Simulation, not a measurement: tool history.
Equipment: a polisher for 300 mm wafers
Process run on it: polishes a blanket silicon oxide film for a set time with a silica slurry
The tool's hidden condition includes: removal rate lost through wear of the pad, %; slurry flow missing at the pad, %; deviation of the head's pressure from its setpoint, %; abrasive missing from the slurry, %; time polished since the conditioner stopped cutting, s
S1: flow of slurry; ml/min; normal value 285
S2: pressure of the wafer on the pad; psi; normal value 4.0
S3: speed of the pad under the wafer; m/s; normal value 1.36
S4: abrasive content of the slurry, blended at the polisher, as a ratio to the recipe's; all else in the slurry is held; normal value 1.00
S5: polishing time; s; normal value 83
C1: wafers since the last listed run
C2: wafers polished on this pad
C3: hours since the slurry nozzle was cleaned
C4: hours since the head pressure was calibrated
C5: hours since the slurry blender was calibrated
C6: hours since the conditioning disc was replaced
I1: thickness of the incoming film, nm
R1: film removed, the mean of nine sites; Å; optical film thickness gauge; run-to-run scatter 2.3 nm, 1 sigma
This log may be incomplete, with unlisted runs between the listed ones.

| run | hour | S1 | S2 | S3 | S4 | S5 | C1 | C2 | C3 | C4 | C5 | C6 | I1 | R1 |
|---|---|---|---|---|---|---|---|---|---|---|---|---|---|---|
| 1 | 0.0 | 330 | 4.0 | 1.36 | 1.00 | 83 | 0 | 1069 | 180.1 | 285.3 | 117.1 | 151.4 | 1662.1 | 2776 |
|  | 18.6 | worn pad replaced by a new one |
| 2 | 63.2 | 285 | 4.0 | 1.24 | 1.00 | 90 | 455 | 343 | 243.3 | 348.5 | 180.3 | 214.6 | 1659.9 | 2770 |
|  | 69.9 | conditioning disc replaced and pad reconditioned |
|  | 89.3 | slurry blender recalibrated |
| 3 | 133.9 | 285 | 4.0 | 1.24 | 1.00 | 90 | 512 | 855 | 314.0 | 419.2 | 44.6 | 64.0 | 1663.0 | 2814 |
|  | 183.0 | worn pad replaced by a new one |
| 4 | 188.9 | 285 | 4.0 | 1.24 | 1.00 | 90 | 392 | 45 | 369.0 | 474.2 | 99.6 | 119.0 | 1702.5 | 2756 |
| 5 | 238.4 | 285 | 4.0 | 1.36 | 1.00 | 83 | 380 | 425 | 418.5 | 523.7 | 149.1 | 168.5 | 1658.5 | 2746 |
|  | 247.6 | conditioning disc replaced and pad reconditioned |
|  | 296.3 | slurry blender recalibrated |
| 6 | 329.6 | 285 | 4.0 | 1.36 | 1.00 | 83 | 670 | 1096 | 509.7 | 614.9 | 33.3 | 82.0 | 1694.6 | 2489 |
|  | 358.6 | worn pad replaced by a new one |
|  | 378.6 | head pressure recalibrated |
| 7 | 382.7 | 285 | 4.0 | 1.36 | 1.00 | 83 | 362 | 169 | 562.8 | 4.1 | 86.4 | 135.1 | 1653.0 | 2511 |
| 8 | 443.0 | 285 | 4.0 | 1.36 | 1.00 | 83 | 463 | 633 | 623.1 | 64.4 | 146.7 | 195.4 | 1663.1 | 2501 |
|  | 456.6 | slurry blender recalibrated |
|  | 461.9 | conditioning disc replaced and pad reconditioned, repeated, since the last time left the tool worse |
|  | 513.2 | worn pad replaced by a new one |
| 9 | 546.9 | 385 | 3.0 | 1.84 | 1.00 | 83 | 737 | 259 | 727.0 | 168.3 | 90.3 | 85.0 | 1662.8 | 2566 |
|  | 561.8 | slurry nozzle cleaned |
|  | 620.8 | slurry blender recalibrated |
|  | 639.2 | conditioning disc replaced and pad reconditioned |
| 10 | 661.8 | 200 | 3.4 | 1.04 | 1.00 | 90 | 844 | 1103 | 100.0 | 283.2 | 41.0 | 22.6 | 1688.2 | 2103 |
|  | 677.4 | worn pad replaced by a new one |
| 11 | 754.3 | 285 | 4.0 | 1.10 | 1.20 | 83 | 680 | 590 | 192.5 | 375.7 | 133.5 | 115.1 | 1677.6 | 2541 |
| 12 | 800.5 | 285 | 4.0 | 1.36 | 1.00 | 110 | 355 | 946 | 238.7 | 421.9 | 179.7 | 161.3 | 1677.9 | 3622 |
|  | 825.2 | slurry blender recalibrated |
|  | 847.5 | conditioning disc replaced and pad reconditioned |
| 13 | 869.4 | 285 | 4.0 | 1.36 | 0.90 | 83 | 498 | 1444 | 307.6 | 490.8 | 44.2 | 21.9 | 1664.3 | 2683 |
|  | 877.2 | worn pad replaced by a new one |
| 14 | 905.5 | 285 | 4.9 | 1.22 | 0.75 | 109 | 246 | 217 | 343.7 | 526.9 | 80.3 | 58.0 | 1705.9 | 3612 |

Take each entry between the runs: how does the hidden state at the last listed run before it differ from the hidden state at the first listed run after it?
Runs 1 to 2: worn pad replaced by a new one (hour 18.6)
  time polished since the conditioner stopped cutting, s: 58.6 -> 62.3
  measured value less the no-hidden-state value, R1: -163 -> -161 Å
Runs 2 to 3: conditioning disc replaced and pad reconditioned (hour 69.9); slurry blender recalibrated (hour 89.3)
  time polished since the conditioner stopped cutting, s: 62.3 -> 39.9
  measured value less the no-hidden-state value, R1: -161 -> -106 Å
Runs 3 to 4: worn pad replaced by a new one (hour 183.0)
  time polished since the conditioner stopped cutting, s: 39.9 -> 52.6
  measured value less the no-hidden-state value, R1: -106 -> -136 Å
Runs 5 to 6: conditioning disc replaced and pad reconditioned (hour 247.6); slurry blender recalibrated (hour 296.3)
  time polished since the conditioner stopped cutting, s: 57.7 -> 148
  measured value less the no-hidden-state value, R1: -159 -> -351 Å
Runs 6 to 7: worn pad replaced by a new one (hour 358.6); head pressure recalibrated (hour 378.6)
  time polished since the conditioner stopped cutting, s: 148 -> 157
  measured value less the no-hidden-state value, R1: -351 -> -376 Å
Runs 8 to 9: slurry blender recalibrated (hour 456.6); conditioning disc replaced and pad reconditioned, repeated, since the last time left the tool worse (hour 461.9); worn pad replaced by a new one (hour 513.2)
  time polished since the conditioner stopped cutting, s: 162 -> 49.3
  measured value less the no-hidden-state value, R1: -384 -> -125 Å
Runs 9 to 10: slurry nozzle cleaned (hour 561.8); slurry blender recalibrated (hour 620.8); conditioning disc replaced and pad reconditioned (hour 639.2)
  time polished since the conditioner stopped cutting, s: 49.3 -> 18.8
  measured value less the no-hidden-state value, R1: -125 -> -28 Å
Runs 10 to 11: worn pad replaced by a new one (hour 677.4)
  time polished since the conditioner stopped cutting, s: 18.8 -> 50.5
  measured value less the no-hidden-state value, R1: -28 -> -110 Å
Runs 12 to 13: slurry blender recalibrated (hour 825.2); conditioning disc replaced and pad reconditioned (hour 847.5)
  time polished since the conditioner stopped cutting, s: 55.6 -> 17.1
  measured value less the no-hidden-state value, R1: -202 -> -48 Å
Runs 13 to 14: worn pad replaced by a new one (hour 877.2)
  time polished since the conditioner stopped cutting, s: 17.1 -> 35
  measured value less the no-hidden-state value, R1: -48 -> -143 Å
